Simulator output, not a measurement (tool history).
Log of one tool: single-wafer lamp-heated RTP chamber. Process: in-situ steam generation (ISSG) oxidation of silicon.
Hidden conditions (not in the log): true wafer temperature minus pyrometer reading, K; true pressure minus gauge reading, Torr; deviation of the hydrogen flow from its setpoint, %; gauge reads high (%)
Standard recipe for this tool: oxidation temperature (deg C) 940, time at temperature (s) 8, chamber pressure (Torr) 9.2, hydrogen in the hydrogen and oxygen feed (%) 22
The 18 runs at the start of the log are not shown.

run      day  oxidation temperature (deg C)  time at temperature (s)  chamber pressure (Torr)  hydrogen in the hydrogen and oxygen feed (%)  wafers since the last listed run  wafers since the last pyrometer calibration  hours since the pressure gauge was zeroed  hours since the hydrogen flow controller was replaced  hours since the gauge calibration  read-back reference wafer on the same gauge, thickness  oxide thickness on the monitor wafer (Å)
      69.225  -- pyrometer window cleaned and pyrometer calibrated
 19   69.296                            940                        8                      9.2                                            15                               981                                           20                                     3591.0                                                  843.9                              140.8                                                   2.728                                     28.06
 20   73.329                            952                        9                      7.9                                            29                              1190                                         1210                                     3687.8                                                  940.7                              237.6                                                   2.736                                     35.76
 21   76.129                            940                        8                      9.8                                            22                               826                                         2036                                     3755.0                                                 1007.9                              304.8                                                   2.736                                     30.33
      79.908  -- pressure gauge zeroed
 22   80.588                            955                        8                      9.2                                            17                              1217                                         3253                                       16.3                                                 1114.9                              411.8                                                   2.745                                     29.84
 23   83.075                            926                        6                      9.2                                            22                               733                                         3987                                       76.0                                                 1174.6                              471.5                                                   2.750                                     27.37
 24   87.125                            940                        6                      9.2                                            22                              1195                                         5182                                      173.2                                                 1271.8                              568.7                                                   2.753                                     28.03
 25   90.471                            940                        6                      9.2                                            26                               987                                         6170                                      253.5                                                 1352.1                              649.0                                                   2.759                                     29.25
 26   93.762                            920                        8                      9.2                                            29                               971                                         7141                                      332.5                                                 1431.1                              728.0                                                   2.758                                     32.17
 27   95.642                            940                        8                      9.2                                            22                               554                                         7695                                      377.6                                                 1476.2                              773.1                                                   2.756                                     31.08
      97.321  -- pyrometer window cleaned and pyrometer calibrated
 28   97.433                            928                       10                      8.4                                            17                               430                                           32                                      420.6                                                 1519.2                              816.1                                                   2.761                                     31.02
 29   99.788                            928                        8                      9.2                                            25                               694                                          727                                      477.1                                                 1575.7                              872.6                                                   2.764                                     31.60
 30  104.192                            940                        8                      9.2                                            22                              1299                                         2027                                      582.8                                                 1681.4                              978.3                                                   2.766                                     31.16
 31  105.842                            940                        8                      9.2                                            22                               486                                         2513                                      622.4                                                 1721.0                             1017.9                                                   2.768                                     31.20

Alternative continuations, all from the tool just after run 31; predict every row:
  A  105.858                            940                        8                      9.2                                            22                                 4                                         2518                                      622.8                                                 1721.4                             1018.3                                                       ?                                         ?
  B  105.858                            940                       10                      9.2                                            22                                 4                                         2518                                      622.8                                                 1721.4                             1018.3                                                       ?                                         ?
  C  105.858                            927                        8                      9.9                                            15                                 4                                         2518                                      622.8                                                 1721.4                             1018.3                                                       ?                                         ?
  D  105.858                            934                        8                      9.7                                            22                                 4                                         2518                                      622.8                                                 1721.4                             1018.3                                                       ?                                         ?

run  read-back reference wafer on the same gauge, thickness  oxide thickness on the monitor wafer (Å)
  A                                                   2.767                                     31.18
  B                                                   2.767                                     33.68
  C                                                   2.767                                     27.48
  D                                                   2.767                                     30.57
The same runs, with their run-to-run variation unchanged, on a tool lacking any hidden condition would have given:
run  oxide thickness on the monitor wafer (Å)
  A                                     30.44
  B                                     32.89
  C                                     26.83
  D                                     29.84
